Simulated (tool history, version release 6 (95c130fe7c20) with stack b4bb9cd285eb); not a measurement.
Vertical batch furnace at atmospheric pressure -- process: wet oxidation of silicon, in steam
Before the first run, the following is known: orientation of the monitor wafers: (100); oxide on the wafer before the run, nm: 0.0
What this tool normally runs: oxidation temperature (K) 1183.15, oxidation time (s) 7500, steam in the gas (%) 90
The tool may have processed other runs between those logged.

run     day  oxidation temperature (K)  oxidation time (s)  steam in the gas (%)  read-back reference wafer on the same gauge, thickness  oxide thickness on the monitor wafer (angstrom)
  1       0                    1183.15                7500                    87                                                  274.91                                             2541
  2   1.083                    1183.15                7500                    87                                                   275.2                                           2549.8
  3   1.979                    1183.15                7500                    87                                                  275.02                                           2561.7
  4   3.342                    1192.15                7500                    83                                                  275.09                                           2693.3
  5   4.292                    1183.15                7500                    90                                                  274.89                                             2600
  6   6.496                    1183.15                7500                    90                                                  275.01                                           2595.1
  7   7.904                    1183.15                7500                    90                                                  275.36                                           2612.4
  8   8.792                    1183.15                7500                    90                                                  274.52                                           2596.3
  9   9.767                    1183.15                7500                    90                                                   275.1                                           2590.3
 10  11.021                    1176.15                7500                    90                                                  275.07                                           2416.8
 11  12.392                    1176.15                7500                    90                                                  274.71                                             2409
 12  13.508                    1176.15                7500                    90                                                  275.25                                           2401.8
     15.283  -- steam generator serviced
 13  15.304                    1183.15                6420                    87                                                  274.75                                           2363.5
 14  15.588                    1166.15                7500                    90                                                  274.79                                           2248.6
     16.446  -- thermocouples replaced and temperature profile calibrated
 15  16.467                    1183.15                7500                    90                                                  275.52                                           2769.8
 16  17.929                    1174.15                8610                    97                                                  275.33                                           2967.1
     18.908  -- gauge calibrated
 17  19.054                    1183.15                7500                    90                                                  274.39                                           2747.1
 18  20.162                    1171.15                5490                    95                                                  275.08                                           1918.8
 19  21.062                    1199.15                4380                    96                                                  275.34                                           2217.9
 20   21.65                    1183.15                7500                    80                                                  275.26                                           2493.5
 21  22.671                    1176.15                7500                    94                                                  274.91                                           2625.6
 22  23.512                    1183.15                7500                    90                                                  275.13                                             2748
 23  24.838                    1183.15                9180                    94                                                     275                                           3367.5
 24  26.021                    1183.15                7500                    90                                                   274.9                                           2739.5
 25  26.888                    1183.15                7500                    90                                                  274.48                                           2726.8
 26  28.017                    1183.15                4200                    96                                                  275.18                                           1790.6
 27  28.812                    1183.15                7500                    90                                                  274.91                                           2753.9
 28  31.746                    1183.15                7500                    90                                                  274.98                                           2733.4
 29  32.812                    1183.15               10260                    90                                                  275.17                                           3511.2
 30  34.133                    1173.15                8700                    97                                                  275.07                                           2911.2
 31  34.917                    1165.15               10260                    90                                                  275.26                                           2861.8

Hidden state or all else? Some run-to-run changes of oxide thickness on the monitor wafer (angstrom), split into what the settings, what came in and random variation would give without the hidden state, and what is left for the hidden state (with any gauge scatter that isn't in both results):
The tool's hidden condition here consists of: true tube temperature minus thermocouple reading, K; steam share off its setpoint, % of the setpoint; gauge reads high (%).
Run 12 -> 13: oxidation temperature (K) 1176.15 -> 1183.15, oxidation time (s) 7500 -> 6420, steam in the gas (%) 90 -> 87, steam generator serviced. oxide thickness on the monitor wafer (angstrom) -38.3: hidden state +151.2, all else -189.5.
Run 17 -> 18: oxidation temperature (K) 1183.15 -> 1171.15, oxidation time (s) 7500 -> 5490, steam in the gas (%) 90 -> 95. oxide thickness on the monitor wafer (angstrom) -828.3: hidden state +1.7, all else -830.
Run 25 -> 26: oxidation time (s) 7500 -> 4200, steam in the gas (%) 90 -> 96. oxide thickness on the monitor wafer (angstrom) -936.2: hidden state +6, all else -942.2.
Run 26 -> 27: oxidation time (s) 4200 -> 7500, steam in the gas (%) 96 -> 90. oxide thickness on the monitor wafer (angstrom) +963.3: hidden state -9.1, all else +972.4.
Run 28 -> 29: oxidation time (s) 7500 -> 10260. oxide thickness on the monitor wafer (angstrom) +777.8: hidden state -9.2, all else +787.

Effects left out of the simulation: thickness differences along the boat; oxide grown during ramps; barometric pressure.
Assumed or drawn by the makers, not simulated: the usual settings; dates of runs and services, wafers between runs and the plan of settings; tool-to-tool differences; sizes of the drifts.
